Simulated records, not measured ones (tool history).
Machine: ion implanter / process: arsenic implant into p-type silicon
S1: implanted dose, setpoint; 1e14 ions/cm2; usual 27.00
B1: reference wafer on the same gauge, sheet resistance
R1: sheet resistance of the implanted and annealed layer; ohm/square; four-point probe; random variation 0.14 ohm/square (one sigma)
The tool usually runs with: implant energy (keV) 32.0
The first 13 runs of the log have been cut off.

-- day=6.946 Faraday cup replaced and dose calibrated
-- day=6.950 extraction supply calibrated
run 14 day=7.225 | S1=27.00 implant_energy_(keV)=32.0 | B1=78.97 | R1=94.66
-- day=7.771 gauge calibrated
run 15 day=7.912 | S1=31.88 implant_energy_(keV)=36.5 | B1=78.37 | R1=86.20
run 16 day=8.246 | S1=27.00 implant_energy_(keV)=32.0 | B1=78.36 | R1=93.73
run 17 day=8.829 | S1=27.00 implant_energy_(keV)=32.0 | B1=78.40 | R1=93.83
run 18 day=9.300 | S1=23.34 implant_energy_(keV)=42.5 | B1=78.38 | R1=84.41
run 19 day=9.567 | S1=23.55 implant_energy_(keV)=41.0 | B1=78.39 | R1=85.48
run 20 day=10.521 | S1=27.00 implant_energy_(keV)=32.0 | B1=78.43 | R1=93.82
run 21 day=11.233 | S1=27.00 implant_energy_(keV)=32.0 | B1=78.41 | R1=93.90
run 22 day=12.592 | S1=31.93 implant_energy_(keV)=41.5 | B1=78.44 | R1=80.49
run 23 day=13.238 | S1=34.77 implant_energy_(keV)=32.0 | B1=78.45 | R1=91.03
run 24 day=13.608 | S1=18.93 implant_energy_(keV)=39.5 | B1=78.45 | R1=91.95
run 25 day=13.938 | S1=21.94 implant_energy_(keV)=32.0 | B1=78.48 | R1=97.11
run 26 day=14.638 | S1=30.59 implant_energy_(keV)=37.5 | B1=78.54 | R1=85.56
run 27 day=15.083 | S1=27.00 implant_energy_(keV)=27.0 | B1=78.50 | R1=101.56
run 28 day=15.688 | S1=23.21 implant_energy_(keV)=32.0 | B1=78.55 | R1=96.21
run 29 day=16.433 | S1=21.12 implant_energy_(keV)=41.0 | B1=78.58 | R1=87.78
run 30 day=16.904 | S1=31.38 implant_energy_(keV)=28.5 | B1=78.55 | R1=97.20
run 31 day=17.483 | S1=34.09 implant_energy_(keV)=43.0 | B1=78.61 | R1=78.47
run 32 day=18.021 | S1=27.00 implant_energy_(keV)=32.0 | B1=78.65 | R1=94.25
run 33 day=18.454 | S1=27.00 implant_energy_(keV)=32.0 | B1=78.65 | R1=94.22
run 34 day=19.175 | S1=27.00 implant_energy_(keV)=32.0 | B1=78.73 | R1=94.30
run 35 day=20.821 | S1=24.20 implant_energy_(keV)=35.5 | B1=78.82 | R1=91.36
run 36 day=21.500 | S1=30.90 implant_energy_(keV)=40.0 | B1=78.81 | R1=83.06
run 37 day=21.804 | S1=29.88 implant_energy_(keV)=27.5 | B1=78.86 | R1=100.13

Here are 4 independent what-if runs from the current tool condition. What would each one return?
run A day=21.821 | S1=27.00 implant_energy_(keV)=21.5 | B1=? | R1=?
run B day=21.821 | S1=21.84 implant_energy_(keV)=36.5 | B1=? | R1=?
run C day=21.821 | S1=30.43 implant_energy_(keV)=42.0 | B1=? | R1=?
run D day=21.821 | S1=19.40 implant_energy_(keV)=40.0 | B1=? | R1=?

run=A B1=78.88 R1=112.29
run=B B1=78.88 R1=92.23
run=C B1=78.88 R1=81.23
run=D B1=78.88 R1=91.36
Take away the tool's hidden state, keep each run's random variation, and the runs would have read:
run=A R1=111.63
run=B R1=91.69
run=C R1=80.75
run=D R1=90.82
